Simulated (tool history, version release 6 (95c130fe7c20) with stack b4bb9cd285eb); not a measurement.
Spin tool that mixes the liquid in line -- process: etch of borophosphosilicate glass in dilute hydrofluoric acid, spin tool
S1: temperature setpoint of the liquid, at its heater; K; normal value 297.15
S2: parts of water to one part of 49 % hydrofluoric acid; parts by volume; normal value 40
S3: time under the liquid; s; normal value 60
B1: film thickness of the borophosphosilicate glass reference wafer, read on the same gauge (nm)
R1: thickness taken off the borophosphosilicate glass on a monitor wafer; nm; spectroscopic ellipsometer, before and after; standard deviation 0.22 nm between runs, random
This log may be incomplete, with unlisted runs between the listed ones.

| run | day | S1 | S2 | S3 | B1 | R1 |
|---|---|---|---|---|---|---|
| 1 | 0 | 297.15 | 40 | 60 | 89.97 | 54.94 |
| 2 | 1.308 | 299.65 | 40 | 60 | 89.98 | 60.69 |
|  | 3.321 | gauge calibrated |
| 3 | 3.583 | 299.65 | 40 | 60 | 89.96 | 60.62 |
| 4 | 5.521 | 299.65 | 40 | 60 | 89.94 | 60.51 |
| 5 | 7.212 | 297.15 | 40 | 60 | 89.99 | 54.62 |
| 6 | 9.65 | 297.15 | 40 | 60 | 89.98 | 54.37 |
| 7 | 11.908 | 298.15 | 40 | 70 | 89.97 | 66.22 |
| 8 | 13.788 | 297.15 | 40 | 60 | 90.01 | 54.19 |
| 9 | 15.454 | 297.15 | 40 | 60 | 90.02 | 53.95 |
| 10 | 17.767 | 297.15 | 40 | 60 | 89.95 | 54.17 |
| 11 | 18.883 | 297.15 | 40 | 60 | 90.02 | 53.81 |
| 12 | 21.342 | 297.15 | 40 | 60 | 89.94 | 53.48 |
| 13 | 23.821 | 297.15 | 40 | 60 | 90.01 | 53.41 |
| 14 | 26.371 | 297.15 | 40 | 60 | 90.04 | 53.5 |
|  | 28.083 | hydrofluoric acid flow meter replaced |
| 15 | 29.038 | 297.15 | 40 | 85 | 89.97 | 77.93 |
| 16 | 30.8 | 297.15 | 40 | 60 | 89.99 | 54.88 |
| 17 | 33.271 | 294.65 | 40 | 85 | 89.99 | 69.81 |
|  | 34.333 | thermometer replaced |
| 18 | 35.542 | 297.15 | 35 | 60 | 89.99 | 62.51 |
| 19 | 37.75 | 301.15 | 25 | 85 | 90.02 | 149.2 |
|  | 38.104 | gauge calibrated |
| 20 | 40.225 | 301.15 | 40 | 40 | 90.01 | 42.55 |
| 21 | 42.533 | 297.15 | 50 | 60 | 90.01 | 42.79 |
| 22 | 45.346 | 295.15 | 45 | 80 | 90.04 | 58.48 |
| 23 | 47.808 | 293.65 | 40 | 85 | 89.95 | 65.96 |
| 24 | 50.054 | 294.65 | 40 | 60 | 90.02 | 48.41 |
| 25 | 52.517 | 297.15 | 40 | 60 | 89.96 | 53.45 |
| 26 | 53.717 | 293.15 | 40 | 60 | 90.04 | 45.02 |
| 27 | 56.367 | 295.15 | 25 | 90 | 89.98 | 120.46 |
| 28 | 59.125 | 299.65 | 30 | 60 | 90.04 | 79.6 |
| 29 | 60.375 | 299.65 | 40 | 60 | 90.01 | 58.82 |
| 30 | 61.55 | 299.65 | 40 | 60 | 89.97 | 58.2 |

What if the next run were any one of these 5? Each begins from the tool's condition after run 30:
| A | 61.567 | 297.15 | 40 | 90 | ? | ? |
| B | 61.567 | 301.15 | 35 | 70 | ? | ? |
| C | 61.567 | 300.15 | 35 | 50 | ? | ? |
| D | 61.567 | 300.15 | 40 | 90 | ? | ? |
| E | 61.567 | 297.15 | 55 | 75 | ? | ? |

| run | B1 | R1 |
|---|---|---|
| A | 90.04 | 79.5 |
| B | 90.04 | 83.84 |
| C | 90.04 | 57.5 |
| D | 90.04 | 89.89 |
| E | 90.04 | 47.19 |
The same runs, with their run-to-run variation unchanged, on a tool lacking any hidden condition would have given:
| run | R1 |
|---|---|
| A | 82.85 |
| B | 87.37 |
| C | 59.93 |
| D | 93.7 |
| E | 49.22 |

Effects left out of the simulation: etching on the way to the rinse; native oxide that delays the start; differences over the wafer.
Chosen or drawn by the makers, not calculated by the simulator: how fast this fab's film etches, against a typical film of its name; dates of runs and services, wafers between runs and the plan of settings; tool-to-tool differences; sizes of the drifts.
